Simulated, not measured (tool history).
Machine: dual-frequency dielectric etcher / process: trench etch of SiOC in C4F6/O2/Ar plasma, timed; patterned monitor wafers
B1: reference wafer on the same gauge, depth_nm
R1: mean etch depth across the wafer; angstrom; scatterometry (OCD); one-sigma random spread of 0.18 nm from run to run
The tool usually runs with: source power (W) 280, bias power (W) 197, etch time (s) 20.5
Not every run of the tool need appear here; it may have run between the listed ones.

run 1 hour=0.0 | source_power_(W)=250 bias_power_(W)=197 etch_time_(s)=20.5 | B1=39.57 | R1=401.5
run 2 hour=13.9 | source_power_(W)=240 bias_power_(W)=197 etch_time_(s)=24.0 | B1=39.59 | R1=465.6
-- hour=41.8 upper electrode replaced
run 3 hour=42.3 | source_power_(W)=260 bias_power_(W)=197 etch_time_(s)=20.5 | B1=39.59 | R1=406.8
run 4 hour=45.6 | source_power_(W)=280 bias_power_(W)=197 etch_time_(s)=20.5 | B1=39.64 | R1=415.5
run 5 hour=58.0 | source_power_(W)=280 bias_power_(W)=164 etch_time_(s)=20.5 | B1=39.53 | R1=382.6
run 6 hour=69.5 | source_power_(W)=280 bias_power_(W)=164 etch_time_(s)=20.5 | B1=39.59 | R1=386.1
-- hour=79.4 gauge calibrated
run 7 hour=85.5 | source_power_(W)=280 bias_power_(W)=164 etch_time_(s)=20.5 | B1=39.61 | R1=382.3
run 8 hour=91.8 | source_power_(W)=280 bias_power_(W)=174 etch_time_(s)=20.5 | B1=39.64 | R1=394.5
run 9 hour=102.5 | source_power_(W)=280 bias_power_(W)=197 etch_time_(s)=20.5 | B1=39.60 | R1=419.9
-- hour=113.8 bias power generator calibrated
-- hour=136.0 wet clean of the chamber
run 10 hour=136.5 | source_power_(W)=280 bias_power_(W)=164 etch_time_(s)=20.5 | B1=39.52 | R1=392.1
run 11 hour=136.8 | source_power_(W)=340 bias_power_(W)=197 etch_time_(s)=20.5 | B1=39.72 | R1=452.6
run 12 hour=137.2 | source_power_(W)=280 bias_power_(W)=197 etch_time_(s)=20.5 | B1=39.52 | R1=426.9
run 13 hour=137.5 | source_power_(W)=280 bias_power_(W)=236 etch_time_(s)=17.0 | B1=39.67 | R1=384.4
run 14 hour=150.6 | source_power_(W)=260 bias_power_(W)=183 etch_time_(s)=15.0 | B1=39.58 | R1=295.0
run 15 hour=166.4 | source_power_(W)=300 bias_power_(W)=245 etch_time_(s)=23.5 | B1=39.56 | R1=553.6
run 16 hour=172.9 | source_power_(W)=280 bias_power_(W)=168 etch_time_(s)=20.5 | B1=39.59 | R1=399.9
-- hour=200.8 wet clean of the chamber, repeated, since the last time left the tool worse
run 17 hour=201.3 | source_power_(W)=250 bias_power_(W)=157 etch_time_(s)=16.5 | B1=39.68 | R1=281.2
run 18 hour=201.7 | source_power_(W)=240 bias_power_(W)=197 etch_time_(s)=20.5 | B1=39.65 | R1=384.9
-- hour=213.1 source power generator calibrated
run 19 hour=214.6 | source_power_(W)=280 bias_power_(W)=197 etch_time_(s)=20.5 | B1=39.57 | R1=401.6
run 20 hour=224.5 | source_power_(W)=280 bias_power_(W)=197 etch_time_(s)=20.5 | B1=39.60 | R1=403.5
run 21 hour=235.3 | source_power_(W)=280 bias_power_(W)=197 etch_time_(s)=20.5 | B1=39.55 | R1=406.7
run 22 hour=264.5 | source_power_(W)=300 bias_power_(W)=245 etch_time_(s)=23.5 | B1=39.54 | R1=525.9
run 23 hour=273.0 | source_power_(W)=330 bias_power_(W)=242 etch_time_(s)=18.5 | B1=39.57 | R1=424.8
run 24 hour=282.4 | source_power_(W)=330 bias_power_(W)=197 etch_time_(s)=20.5 | B1=39.63 | R1=429.0
run 25 hour=297.1 | source_power_(W)=240 bias_power_(W)=230 etch_time_(s)=22.0 | B1=39.62 | R1=443.8
run 26 hour=312.7 | source_power_(W)=320 bias_power_(W)=183 etch_time_(s)=24.5 | B1=39.60 | R1=491.4
run 27 hour=333.9 | source_power_(W)=210 bias_power_(W)=215 etch_time_(s)=22.0 | B1=39.61 | R1=411.4
run 28 hour=347.7 | source_power_(W)=280 bias_power_(W)=197 etch_time_(s)=22.0 | B1=39.54 | R1=437.5
run 29 hour=354.1 | source_power_(W)=330 bias_power_(W)=158 etch_time_(s)=15.0 | B1=39.55 | R1=286.3

5 options for the next run, each taken on its own from the tool as it stands now. Forecast them:
run A hour=354.5 | source_power_(W)=280 bias_power_(W)=197 etch_time_(s)=25.5 | B1=? | R1=?
run B hour=354.5 | source_power_(W)=280 bias_power_(W)=180 etch_time_(s)=24.5 | B1=? | R1=?
run C hour=354.5 | source_power_(W)=310 bias_power_(W)=242 etch_time_(s)=15.0 | B1=? | R1=?
run D hour=354.5 | source_power_(W)=210 bias_power_(W)=163 etch_time_(s)=15.5 | B1=? | R1=?
run E hour=354.5 | source_power_(W)=280 bias_power_(W)=172 etch_time_(s)=20.5 | B1=? | R1=?

run=A B1=39.57 R1=507.9
run=B B1=39.57 R1=467.8
run=C B1=39.57 R1=339.8
run=D B1=39.57 R1=256.4
run=E B1=39.57 R1=383.1
Without the tool's hidden state the same runs would have given:
run=A R1=500.3
run=B R1=460.7
run=C R1=334.7
run=D R1=252.5
run=E R1=377.3
